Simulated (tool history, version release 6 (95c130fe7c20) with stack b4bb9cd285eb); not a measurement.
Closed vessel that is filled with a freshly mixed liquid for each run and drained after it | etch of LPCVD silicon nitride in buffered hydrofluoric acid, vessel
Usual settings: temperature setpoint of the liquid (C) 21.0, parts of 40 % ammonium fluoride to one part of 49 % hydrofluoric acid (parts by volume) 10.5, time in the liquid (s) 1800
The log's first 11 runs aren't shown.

run	hour	temperature setpoint of the liquid (C)	parts of 40 % ammonium fluoride to one part of 49 % hydrofluoric acid (parts by volume)	time in the liquid (s)	read-back film thickness of the LPCVD silicon nitride reference wafer, read on the same gauge (nm)	thickness taken off the LPCVD silicon nitride on a monitor wafer (angstrom)
12	230.5	21.0	10.5	1800	50.01	248.9
13	245.0	21.0	10.5	1150	49.99	158.9
14	270.8	21.0	8.5	1800	50.00	305.6
15	304.6	21.0	8.5	1800	50.00	308.0
16	326.8	20.0	10.5	1450	50.01	189.7
17	348.5	21.0	7.0	1440	49.99	296.2
18	384.4	21.0	10.5	1800	50.00	251.1
19	411.5	18.0	10.5	2680	50.02	313.9
# hour 414.6: gauge calibrated
# hour 423.4: thermometer replaced
20	437.2	21.0	8.5	1800	50.05	308.5
21	452.2	23.0	10.5	1800	50.03	279.9
# hour 456.0: hydrofluoric acid flow meter replaced
22	485.4	21.0	10.5	2440	49.99	315.8
23	518.3	19.0	10.5	2385	50.00	274.9
24	538.6	23.0	11.5	1800	50.00	238.1
25	565.6	21.0	10.5	2130	49.99	275.5
26	584.8	18.5	8.5	1800	50.01	241.8
27	598.4	21.0	8.0	2825	49.98	468.0
28	620.7	21.0	10.5	1800	50.02	232.8
29	636.9	21.0	8.5	1800	49.97	279.0
30	651.2	21.0	13.5	975	49.99	99.5
31	685.2	21.0	10.5	2585	50.03	336.8
32	702.6	21.0	10.5	1800	50.01	235.6
33	738.0	21.0	8.0	2680	49.99	446.2

3 ways to go on from here, each from the tool as it stands after run 33. What would each give?
A	739.1	21.0	10.5	1800	?	?
B	739.1	17.0	9.0	1515	?	?
C	739.1	22.5	9.0	1425	?	?

run	read-back film thickness of the LPCVD silicon nitride reference wafer, read on the same gauge (nm)	thickness taken off the LPCVD silicon nitride on a monitor wafer (angstrom)
A	50.00	236.9
B	50.00	178.7
C	50.00	228.8
Without the tool's hidden state the same runs would have given:
run	thickness taken off the LPCVD silicon nitride on a monitor wafer (angstrom)
A	232.7
B	175.2
C	224.3

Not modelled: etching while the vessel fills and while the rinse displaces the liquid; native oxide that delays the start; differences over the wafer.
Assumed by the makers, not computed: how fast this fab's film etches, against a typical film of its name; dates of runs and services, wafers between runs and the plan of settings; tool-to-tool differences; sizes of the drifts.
